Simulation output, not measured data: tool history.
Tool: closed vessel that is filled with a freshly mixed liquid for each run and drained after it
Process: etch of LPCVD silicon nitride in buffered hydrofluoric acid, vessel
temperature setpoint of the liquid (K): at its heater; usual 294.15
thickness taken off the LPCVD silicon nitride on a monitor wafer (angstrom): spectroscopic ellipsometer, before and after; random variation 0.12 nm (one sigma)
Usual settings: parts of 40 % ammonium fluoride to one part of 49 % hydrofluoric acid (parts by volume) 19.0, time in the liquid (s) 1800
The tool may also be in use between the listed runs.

| run | day | temperature setpoint of the liquid (K) | parts of 40 % ammonium fluoride to one part of 49 % hydrofluoric acid (parts by volume) | time in the liquid (s) | read-back film thickness of the LPCVD silicon nitride reference wafer, read on the same gauge (nm) | thickness taken off the LPCVD silicon nitride on a monitor wafer (angstrom) |
|---|---|---|---|---|---|---|
| 1 | 0.000 | 294.15 | 19.0 | 1450 | 110.00 | 118.0 |
| 2 | 1.758 | 294.15 | 19.0 | 1450 | 109.99 | 119.7 |
| 3 | 3.125 | 294.15 | 24.0 | 2065 | 109.98 | 136.5 |
| 4 | 4.238 | 294.15 | 24.0 | 2065 | 110.00 | 140.8 |
| 5 | 7.167 | 294.15 | 19.0 | 1800 | 110.03 | 152.1 |
|  | 11.188 | hydrofluoric acid flow meter replaced |
|  | 14.062 | gauge calibrated |
| 6 | 15.567 | 290.15 | 19.0 | 1800 | 110.00 | 110.8 |
| 7 | 17.171 | 294.15 | 15.5 | 1800 | 110.01 | 172.6 |
| 8 | 18.400 | 294.15 | 19.0 | 1800 | 109.98 | 138.5 |
|  | 18.742 | thermometer replaced |
| 9 | 20.721 | 296.15 | 14.0 | 1800 | 110.02 | 211.9 |
| 10 | 22.608 | 294.15 | 19.0 | 2630 | 109.98 | 202.3 |
| 11 | 25.538 | 294.15 | 19.0 | 1800 | 110.01 | 140.7 |

Run 12 comes next. What will it give?
| 12 | 28.338 | 294.15 | 19.0 | 1800 | ? | ? |

read-back film thickness of the LPCVD silicon nitride reference wafer, read on the same gauge (nm): 109.98
thickness taken off the LPCVD silicon nitride on a monitor wafer (angstrom): 141.7
Without the tool's hidden state the same run would have given thickness taken off the LPCVD silicon nitride on a monitor wafer (angstrom) 136.5.
